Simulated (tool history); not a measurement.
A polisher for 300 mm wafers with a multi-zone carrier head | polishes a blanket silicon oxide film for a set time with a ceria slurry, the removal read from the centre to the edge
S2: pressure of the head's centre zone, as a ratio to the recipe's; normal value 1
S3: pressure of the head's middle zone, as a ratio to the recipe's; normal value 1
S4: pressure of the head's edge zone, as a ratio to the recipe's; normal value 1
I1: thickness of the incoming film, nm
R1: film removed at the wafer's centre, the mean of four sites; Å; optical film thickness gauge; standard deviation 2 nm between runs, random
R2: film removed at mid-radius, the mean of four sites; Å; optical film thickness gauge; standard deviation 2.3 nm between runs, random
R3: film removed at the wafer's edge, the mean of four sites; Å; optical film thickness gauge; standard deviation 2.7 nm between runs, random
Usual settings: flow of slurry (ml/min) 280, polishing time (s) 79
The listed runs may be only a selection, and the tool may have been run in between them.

run 1 hour=0 | flow_of_slurry_(ml/min)=280 S2=0.94 S3=1 S4=1 polishing_time_(s)=79 | I1=1179.7 | R1=2444 R2=2653 R3=2580
-- hour=39.3 edge zone pressure recalibrated
run 2 hour=86.4 | flow_of_slurry_(ml/min)=280 S2=1 S3=1 S4=1 polishing_time_(s)=79 | I1=1176.2 | R1=2623 R2=2636 R3=2564
-- hour=142 worn pad replaced by a new one
run 3 hour=177.5 | flow_of_slurry_(ml/min)=280 S2=1 S3=1 S4=1 polishing_time_(s)=79 | I1=1191.8 | R1=2655 R2=2655 R3=2557
-- hour=203.9 slurry nozzle cleaned
run 4 hour=244.1 | flow_of_slurry_(ml/min)=280 S2=1 S3=1 S4=1 polishing_time_(s)=79 | I1=1196.2 | R1=2589 R2=2642 R3=2546
run 5 hour=342.8 | flow_of_slurry_(ml/min)=280 S2=1 S3=1 S4=1 polishing_time_(s)=79 | I1=1167.9 | R1=2650 R2=2645 R3=2591
-- hour=540.7 worn pad replaced by a new one
run 6 hour=647.3 | flow_of_slurry_(ml/min)=280 S2=1 S3=1 S4=1 polishing_time_(s)=79 | I1=1192.8 | R1=2655 R2=2662 R3=2588
-- hour=678.3 carrier head's membrane replaced by a new one
-- hour=797 edge zone pressure recalibrated
-- hour=831.7 centre zone pressure recalibrated
run 7 hour=880.4 | flow_of_slurry_(ml/min)=280 S2=1 S3=1 S4=1 polishing_time_(s)=79 | I1=1168 | R1=2512 R2=2629 R3=2591
run 8 hour=941.3 | flow_of_slurry_(ml/min)=280 S2=1 S3=1 S4=1 polishing_time_(s)=79 | I1=1193.8 | R1=2549 R2=2678 R3=2565
-- hour=955.5 worn pad replaced by a new one
run 9 hour=1036.7 | flow_of_slurry_(ml/min)=280 S2=1.04 S3=1 S4=1 polishing_time_(s)=79 | I1=1194.5 | R1=2726 R2=2689 R3=2535
-- hour=1077.8 slurry nozzle cleaned
run 10 hour=1134.2 | flow_of_slurry_(ml/min)=280 S2=1.04 S3=1 S4=1 polishing_time_(s)=79 | I1=1166.7 | R1=2709 R2=2663 R3=2584
run 11 hour=1197.1 | flow_of_slurry_(ml/min)=215 S2=1 S3=1 S4=1 polishing_time_(s)=79 | I1=1166.5 | R1=2565 R2=2621 R3=2555
run 12 hour=1256.4 | flow_of_slurry_(ml/min)=280 S2=1 S3=1 S4=1 polishing_time_(s)=79 | I1=1189.8 | R1=2606 R2=2654 R3=2559
run 13 hour=1351.6 | flow_of_slurry_(ml/min)=280 S2=1.08 S3=1 S4=1 polishing_time_(s)=79 | I1=1177.9 | R1=2857 R2=2670 R3=2571
-- hour=1380.1 carrier head's membrane replaced by a new one
-- hour=1396.5 worn pad replaced by a new one
run 14 hour=1397.3 | flow_of_slurry_(ml/min)=280 S2=1 S3=0.89 S4=0.88 polishing_time_(s)=79 | I1=1198.8 | R1=2627 R2=2462 R3=2467
run 15 hour=1449.5 | flow_of_slurry_(ml/min)=280 S2=1 S3=1 S4=1 polishing_time_(s)=79 | I1=1189.4 | R1=2645 R2=2678 R3=2599
run 16 hour=1491.8 | flow_of_slurry_(ml/min)=280 S2=1.06 S3=0.89 S4=0.9 polishing_time_(s)=79 | I1=1186.5 | R1=2792 R2=2481 R3=2495
run 17 hour=1532.5 | flow_of_slurry_(ml/min)=255 S2=1 S3=1 S4=1 polishing_time_(s)=71 | I1=1185.8 | R1=2354 R2=2362 R3=2306
run 18 hour=1622.4 | flow_of_slurry_(ml/min)=205 S2=1.11 S3=1.06 S4=0.94 polishing_time_(s)=79 | I1=1197.3 | R1=2898 R2=2667 R3=2475
-- hour=1658.7 edge zone pressure recalibrated
run 19 hour=1707.2 | flow_of_slurry_(ml/min)=280 S2=1.06 S3=1.07 S4=1 polishing_time_(s)=79 | I1=1164.2 | R1=2805 R2=2708 R3=2540
-- hour=1754.9 centre zone pressure recalibrated
run 20 hour=1769.4 | flow_of_slurry_(ml/min)=200 S2=1 S3=1 S4=1 polishing_time_(s)=104 | I1=1178.1 | R1=3282 R2=3397 R3=3356
-- hour=1826.3 worn pad replaced by a new one
run 21 hour=1853.2 | flow_of_slurry_(ml/min)=280 S2=1.06 S3=0.89 S4=0.9 polishing_time_(s)=79 | I1=1190.9 | R1=2668 R2=2495 R3=2527
-- hour=1883.4 slurry nozzle cleaned
run 22 hour=1916.2 | flow_of_slurry_(ml/min)=195 S2=1 S3=0.9 S4=0.89 polishing_time_(s)=87 | I1=1181.6 | R1=2771 R2=2716 R3=2711
run 23 hour=1972.1 | flow_of_slurry_(ml/min)=280 S2=1.1 S3=1.1 S4=0.89 polishing_time_(s)=69 | I1=1195.8 | R1=2521 R2=2454 R3=2160

Forecast each of these 3 alternatives for the next run:
run A hour=1972.5 | flow_of_slurry_(ml/min)=210 S2=1 S3=1 S4=1 polishing_time_(s)=79 | I1=1187.5 | R1=? R2=? R3=?
run B hour=1972.5 | flow_of_slurry_(ml/min)=230 S2=1 S3=1.08 S4=1.05 polishing_time_(s)=64 | I1=1187.5 | R1=? R2=? R3=?
run C hour=1972.5 | flow_of_slurry_(ml/min)=280 S2=1 S3=1 S4=0.93 polishing_time_(s)=101 | I1=1187.5 | R1=? R2=? R3=?

run=A R1=2497 R2=2636 R3=2566
run=B R1=2037 R2=2235 R3=2116
run=C R1=3258 R2=3433 R3=3261
Without the tool's hidden state the same runs would have given:
run=A R1=2435 R2=2637 R3=2566
run=B R1=1986 R2=2236 R3=2116
run=C R1=3177 R2=3434 R3=3261
